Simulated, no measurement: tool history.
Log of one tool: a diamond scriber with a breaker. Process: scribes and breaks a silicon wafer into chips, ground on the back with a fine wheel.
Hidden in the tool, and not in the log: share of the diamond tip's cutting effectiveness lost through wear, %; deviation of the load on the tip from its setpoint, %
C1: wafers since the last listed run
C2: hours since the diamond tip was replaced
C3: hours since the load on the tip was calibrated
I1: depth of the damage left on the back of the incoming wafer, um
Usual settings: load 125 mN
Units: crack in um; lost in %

Run 1, hour 0: usual settings but load 134 mN; C1 0; C2 367.9; C3 1355.3; I1 2.19. Result: crack 13.73 um, lost 0.97 %.
Run 2, hour 92.4: usual settings but load 134 mN; C1 274; C2 460.3; C3 1447.7; I1 2.78. Result: crack 13.33 um, lost 1.5 %.
Run 3, hour 105.1: usual settings; C1 37; C2 473; C3 1460.4; I1 2.52. Result: crack 13.09 um, lost 1.23 %.
Run 4, hour 118.5: usual settings; C1 39; C2 486.4; C3 1473.8; I1 1.72. Result: crack 13.02 um, lost 0.68 %.
Run 5, hour 142.2: usual settings; C1 70; C2 510.1; C3 1497.5; I1 2.21. Result: crack 12.99 um, lost 0.96 %.
Run 6, hour 155.6: usual settings; C1 39; C2 523.5; C3 1510.9; I1 2.79. Result: crack 12.71 um, lost 1.37 %.
Run 7, hour 176.7: usual settings; C1 62; C2 544.6; C3 1532; I1 1.96. Result: crack 13.05 um, lost 0.85 %.
Run 8, hour 214: usual settings; C1 110; C2 581.9; C3 1569.3; I1 1.98. Result: crack 13.02 um, lost 0.76 %.
Run 9, hour 226.6: usual settings; C1 37; C2 594.5; C3 1581.9; I1 1.84. Result: crack 12.95 um, lost 0.77 %.
At hour 238.5: load on the tip recalibrated.
Run 10, hour 245.9: usual settings; C1 51; C2 613.8; C3 7.4; I1 2.96. Result: crack 13.31 um, lost 1.57 %.
Run 11, hour 272: usual settings; C1 77; C2 639.9; C3 33.5; I1 1.73. Result: crack 12.97 um, lost 0.69 %.
Run 12, hour 306.9: usual settings; C1 103; C2 674.8; C3 68.4; I1 1.72. Result: crack 13.11 um, lost 0.72 %.
Run 13, hour 341.1: usual settings but load 147 mN; C1 101; C2 709; C3 102.6; I1 2.67. Result: crack 14.05 um, lost 1.81 %.
Run 14, hour 373.5: usual settings but load 147 mN; C1 96; C2 741.4; C3 135; I1 1.73. Result: crack 14.2 um, lost 1.45 %.
Run 15, hour 391.4: usual settings; C1 53; C2 759.3; C3 152.9; I1 2.82. Result: crack 13.34 um, lost 1.48 %.
Run 16, hour 406.7: usual settings but load 104 mN; C1 45; C2 774.6; C3 168.2; I1 1.65. Result: crack 11.86 um, lost 1.59 %.
At hour 477.2: diamond tip replaced by a new one.
Run 17, hour 511.2: usual settings but load 96 mN; C1 304; C2 34; C3 272.7; I1 2.06. Result: crack 11.53 um, lost 3.07 %.
Run 18, hour 532.2: usual settings; C1 62; C2 55; C3 293.7; I1 2.44. Result: crack 13.23 um, lost 1.04 %.
Run 19, hour 566.3: usual settings but load 92 mN; C1 101; C2 89.1; C3 327.8; I1 2.91. Result: crack 11.25 um, lost 4.26 %.
Run 20, hour 586: usual settings but load 111 mN; C1 58; C2 108.8; C3 347.5; I1 2.17. Result: crack 12.36 um, lost 1.41 %.
Run 21, hour 598.5: usual settings but load 99 mN; C1 37; C2 121.3; C3 360; I1 1.94. Result: crack 11.64 um, lost 2.03 %.
Run 22, hour 620.2: usual settings but load 148 mN; C1 64; C2 143; C3 381.7; I1 2.08. Result: crack 14.31 um, lost 1.45 %.
Run 23, hour 643.3: usual settings; C1 68; C2 166.1; C3 404.8; I1 2.44. Result: crack 13.3 um, lost 1.13 %.
Run 24, hour 658.3: usual settings; C1 44; C2 181.1; C3 419.8; I1 2.52. Result: crack 13.22 um, lost 1.06 %.
Run 25, hour 680.7: usual settings; C1 66; C2 203.5; C3 442.2; I1 2.75. Result: crack 12.8 um, lost 1.28 %.
Run 26, hour 705.1: usual settings but load 146 mN; C1 72; C2 227.9; C3 466.6; I1 1.81. Result: crack 14.25 um, lost 1.39 %.
Run 27, hour 723.2: usual settings but load 135 mN; C1 53; C2 246; C3 484.7; I1 1.78. Result: crack 13.63 um, lost 0.92 %.
Run 28, hour 741.3: usual settings but load 98 mN; C1 53; C2 264.1; C3 502.8; I1 2.44. Result: crack 11.46 um, lost 3.22 %.

Forecast each of these 3 alternatives for the next run:
Run A, hour 741.9: usual settings; C1 1; C2 264.7; C3 503.4; I1 1.82. Result: crack ?, lost ?.
Run B, hour 741.9: usual settings but load 155 mN; C1 1; C2 264.7; C3 503.4; I1 1.82. Result: crack ?, lost ?.
Run C, hour 741.9: usual settings but load 158 mN; C1 1; C2 264.7; C3 503.4; I1 1.82. Result: crack ?, lost ?.

run  crack  lost
  A  13.19  0.71
  B  14.75  1.98
  C   14.9  2.23
Without the tool's hidden state the same runs would have given:
run  crack  lost
  A  13.19  0.71
  B  14.75  1.98
  C   14.9  2.23

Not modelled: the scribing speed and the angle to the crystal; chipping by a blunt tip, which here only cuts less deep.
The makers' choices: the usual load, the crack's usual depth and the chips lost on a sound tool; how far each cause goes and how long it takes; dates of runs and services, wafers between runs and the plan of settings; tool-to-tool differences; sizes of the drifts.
